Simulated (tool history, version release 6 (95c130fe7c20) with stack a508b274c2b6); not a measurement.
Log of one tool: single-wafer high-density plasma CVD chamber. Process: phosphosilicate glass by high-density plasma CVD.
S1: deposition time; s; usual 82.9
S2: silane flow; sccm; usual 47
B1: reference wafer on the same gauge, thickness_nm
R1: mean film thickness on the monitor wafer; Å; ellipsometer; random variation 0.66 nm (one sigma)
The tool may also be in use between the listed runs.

Run 1, hour 0.0: usual settings; B1 423.864. Result: R1 4413.22 Å.
Run 2, hour 8.7: usual settings; B1 424.202. Result: R1 4409.80 Å.
Run 3, hour 19.6: usual settings; B1 424.088. Result: R1 4407.48 Å.
Run 4, hour 25.9: usual settings; B1 424.182. Result: R1 4417.22 Å.
Run 5, hour 38.4: usual settings; B1 423.727. Result: R1 4404.13 Å.
Run 6, hour 53.5: usual settings; B1 424.029. Result: R1 4407.08 Å.
Run 7, hour 61.8: usual settings but S1 91.4 s, S2 49 sccm; B1 423.908. Result: R1 5052.67 Å.
Run 8, hour 74.0: usual settings but S1 91.4 s, S2 49 sccm; B1 424.010. Result: R1 5080.34 Å.
Run 9, hour 81.4: usual settings; B1 423.941. Result: R1 4399.59 Å.
Run 10, hour 95.6: usual settings; B1 424.041. Result: R1 4412.11 Å.
At hour 107.8: gauge calibrated.
Run 11, hour 143.7: usual settings but S1 92.1 s, S2 39 sccm; B1 423.702. Result: R1 4059.50 Å.
At hour 159.7: silane flow controller replaced.
Run 12, hour 160.2: usual settings but S1 92.4 s, S2 51 sccm; B1 423.947. Result: R1 5333.71 Å.
Run 13, hour 165.8: usual settings but S1 95.8 s, S2 42 sccm; B1 424.074. Result: R1 4560.01 Å.
Run 14, hour 178.7: usual settings but S1 66.8 s, S2 41 sccm; B1 423.953. Result: R1 3094.42 Å.
Run 15, hour 187.3: usual settings but S1 67.3 s, S2 54 sccm; B1 424.059. Result: R1 4108.01 Å.

The next listed run, before its measurement:
Run 16, hour 202.7: usual settings but S1 98.2 s, S2 56 sccm; B1 ?. Result: R1 ?.

{"run 16": {"B1": 424.119, "R1": 6213.68}}
Without the tool's hidden state the same run would have given R1 6213.68 Å.
